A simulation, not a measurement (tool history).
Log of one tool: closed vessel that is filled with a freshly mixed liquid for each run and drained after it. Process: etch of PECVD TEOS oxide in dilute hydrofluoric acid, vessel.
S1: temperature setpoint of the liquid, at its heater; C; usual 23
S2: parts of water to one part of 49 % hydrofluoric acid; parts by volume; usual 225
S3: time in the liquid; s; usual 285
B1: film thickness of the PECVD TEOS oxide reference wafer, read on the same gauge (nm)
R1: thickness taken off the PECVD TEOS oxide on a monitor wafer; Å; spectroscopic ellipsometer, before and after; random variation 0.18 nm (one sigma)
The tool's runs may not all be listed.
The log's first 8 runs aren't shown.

| run | day | S1 | S2 | S3 | B1 | R1 |
|---|---|---|---|---|---|---|
| 9 | 23.238 | 23 | 225 | 285 | 130.02 | 222.8 |
| 10 | 30.238 | 23 | 225 | 285 | 130 | 226.1 |
|  | 31.129 | thermometer replaced |
| 11 | 33.504 | 23 | 225 | 285 | 130 | 229.8 |
|  | 36.175 | hydrofluoric acid flow meter replaced |
| 12 | 39.121 | 23 | 225 | 285 | 129.99 | 213.6 |
| 13 | 42.979 | 23 | 225 | 285 | 130 | 215.6 |
| 14 | 46.7 | 23 | 225 | 285 | 130.03 | 215.5 |
| 15 | 50.962 | 23 | 225 | 285 | 129.99 | 220.3 |
| 16 | 53.154 | 23 | 225 | 285 | 129.97 | 225.4 |
| 17 | 56.546 | 25 | 285 | 435 | 130.01 | 274.6 |
| 18 | 61.008 | 26.5 | 165 | 380 | 130.01 | 495.6 |
| 19 | 63.046 | 23 | 225 | 285 | 130 | 225.8 |
| 20 | 67.479 | 21 | 175 | 160 | 130.01 | 161.2 |
|  | 70.092 | hydrofluoric acid flow meter replaced |
| 21 | 70.304 | 23 | 135 | 190 | 130.01 | 256.2 |
|  | 71.188 | gauge calibrated |
| 22 | 74.362 | 20 | 225 | 285 | 130 | 191.9 |
| 23 | 76.417 | 26 | 225 | 155 | 130 | 130 |
| 24 | 82.371 | 27 | 120 | 180 | 129.97 | 337 |
| 25 | 84.504 | 25 | 285 | 435 | 130 | 268.2 |
| 26 | 87.562 | 23 | 225 | 405 | 130.01 | 318.1 |
| 27 | 89.333 | 23 | 225 | 285 | 130.03 | 222.8 |
| 28 | 91.521 | 23 | 225 | 285 | 129.98 | 223 |
| 29 | 94.479 | 26 | 225 | 285 | 130 | 251.4 |
| 30 | 96.075 | 23 | 225 | 285 | 130 | 229.7 |
| 31 | 97.888 | 23 | 225 | 285 | 130.02 | 227.9 |
|  | 99.875 | hydrofluoric acid flow meter replaced |
| 32 | 101.842 | 20.5 | 175 | 180 | 130.01 | 165.3 |

5 ways to go on from here, each from the tool as it stands after run 32. What would each give?
| A | 101.871 | 27 | 225 | 285 | ? | ? |
| B | 101.871 | 27 | 155 | 390 | ? | ? |
| C | 101.871 | 23 | 160 | 395 | ? | ? |
| D | 101.871 | 26 | 185 | 415 | ? | ? |
| E | 101.871 | 23 | 140 | 350 | ? | ? |

| run | B1 | R1 |
|---|---|---|
| A | 129.99 | 248 |
| B | 129.99 | 533.9 |
| C | 129.99 | 447.9 |
| D | 129.99 | 443.1 |
| E | 129.99 | 463.6 |
Without the tool's hidden state the same runs would have given:
| run | R1 |
|---|---|
| A | 242 |
| B | 521.5 |
| C | 437.6 |
| D | 432.6 |
| E | 453.2 |

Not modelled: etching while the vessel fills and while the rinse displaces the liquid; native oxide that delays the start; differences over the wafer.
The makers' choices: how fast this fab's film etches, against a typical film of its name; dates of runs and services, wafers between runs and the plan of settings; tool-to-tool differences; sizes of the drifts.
